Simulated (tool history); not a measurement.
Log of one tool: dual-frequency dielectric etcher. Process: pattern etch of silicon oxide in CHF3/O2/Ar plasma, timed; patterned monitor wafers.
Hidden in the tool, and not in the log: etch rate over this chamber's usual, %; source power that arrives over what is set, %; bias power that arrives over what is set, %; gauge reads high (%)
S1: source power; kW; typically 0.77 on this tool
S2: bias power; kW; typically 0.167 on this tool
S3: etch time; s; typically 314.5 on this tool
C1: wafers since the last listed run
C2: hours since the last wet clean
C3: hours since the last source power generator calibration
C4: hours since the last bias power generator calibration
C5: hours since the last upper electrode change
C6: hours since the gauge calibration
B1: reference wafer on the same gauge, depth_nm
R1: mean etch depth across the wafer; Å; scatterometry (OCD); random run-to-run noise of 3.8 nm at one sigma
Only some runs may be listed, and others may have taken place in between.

run	day	S1	S2	S3	C1	C2	C3	C4	C5	C6	B1	R1
1	0	0.77	0.167	314.5	0	334.3	522.3	1133.4	4556.6	120	583.8	7154
2	3.662	0.77	0.167	314.5	476	422.2	610.2	1221.3	4644.5	207.9	585.6	7185
3	6.038	0.77	0.192	314.5	309	479.2	667.2	1278.3	4701.5	264.9	586.6	7565
4	9.208	0.77	0.137	314.5	412	555.3	743.3	1354.4	4777.6	341	584.2	6719
5	11.2	0.77	0.167	314.5	259	603.1	791.1	1402.2	4825.4	388.8	585	7165
# day 16.3: wet clean of the chamber
# day 23.392: bias power generator calibrated
6	23.892	0.95	0.2	381.5	1499	182.2	1095.7	12	5130	693.4	584.3	9936
# day 26.975: upper electrode replaced
7	28.283	0.65	0.19	266	441	287.6	1201.1	117.4	31.4	798.8	584.6	5931
8	31.617	0.9	0.197	382.5	433	367.6	1281.1	197.4	111.4	878.8	585.3	9745
9	36.062	0.77	0.167	314.5	578	474.3	1387.8	304.1	218.1	985.5	584.7	7078
10	37.962	0.77	0.167	314.5	247	519.9	1433.4	349.7	263.7	1031.1	584.3	7132
11	41.071	0.72	0.167	314.5	404	594.5	1508	424.3	338.3	1105.7	584.7	6944
12	43.312	0.77	0.188	314.5	291	648.3	1561.8	478.1	392.1	1159.5	584	7428
13	45.392	0.77	0.167	407.5	270	698.2	1611.7	528	442	1209.4	584.9	9233
14	48.929	0.77	0.167	389	460	783.1	1696.6	612.9	526.9	1294.3	584.9	8751
# day 50.788: wet clean of the chamber
15	51.071	0.6	0.167	270.5	148	6.8	1748	664.3	578.3	1345.7	585.5	5605
16	53.679	0.87	0.135	275	339	69.4	1810.6	726.9	640.9	1408.3	584.8	6031
17	55.362	0.77	0.167	314.5	219	109.8	1851	767.3	681.3	1448.7	585.8	7034
# day 57.229: source power generator calibrated
18	57.975	0.77	0.167	314.5	318	172.5	17.9	830	744	1511.4	585.7	7221

Predict the results of run 19:
19	59.596	0.77	0.167	407.5	210	211.4	56.8	868.9	782.9	1550.3	?	?

Run 19 measured B1 585.3, R1 9412 Å.
With no hidden state in the tool, this same run would have given R1 9408 Å.
